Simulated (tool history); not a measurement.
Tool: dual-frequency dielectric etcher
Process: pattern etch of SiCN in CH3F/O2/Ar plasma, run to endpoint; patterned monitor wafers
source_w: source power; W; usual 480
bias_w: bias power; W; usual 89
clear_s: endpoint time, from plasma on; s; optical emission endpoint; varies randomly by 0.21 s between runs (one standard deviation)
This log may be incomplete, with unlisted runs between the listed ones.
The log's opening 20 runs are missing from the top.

run	hour	source_w	bias_w	incoming incoming film thickness, nm	clear_s
21	639	560	105	10.28	21.8
22	706.4	380	110	10.2	23.6
23	724.5	370	81	10.34	26.9
24	753.3	480	89	10.3	23.9
# hour 789.4: upper electrode replaced
25	789.9	560	71	10.36	25.3
26	790.3	380	71	10.28	28.2
# hour 815.5: wet clean of the chamber, repeated, since the last time left the tool worse
27	817.8	570	104	10.19	22.6
28	833.5	480	89	10.23	25.7
29	906.3	550	104	10.31	22.9
30	933.4	480	89	10.33	25.6
31	993.5	590	107	10.26	22.1
32	1028.6	440	70	10.33	28.8
33	1054	480	69	10.32	28.4
34	1069	400	77	10.41	28.7
35	1081.2	580	73	10.29	26.1
36	1094	590	89	10.23	23.6

Predict each of these 3 candidate next runs independently; none follows another, all start after run 36:
A	1094.4	380	89	10.28	?
B	1094.4	540	105	10.28	?
C	1094.4	360	89	10.28	?

run	clear_s
A	27.1
B	23
C	27.5
Without the tool's hidden state the same runs would have given:
run	clear_s
A	27.6
B	23.3
C	28

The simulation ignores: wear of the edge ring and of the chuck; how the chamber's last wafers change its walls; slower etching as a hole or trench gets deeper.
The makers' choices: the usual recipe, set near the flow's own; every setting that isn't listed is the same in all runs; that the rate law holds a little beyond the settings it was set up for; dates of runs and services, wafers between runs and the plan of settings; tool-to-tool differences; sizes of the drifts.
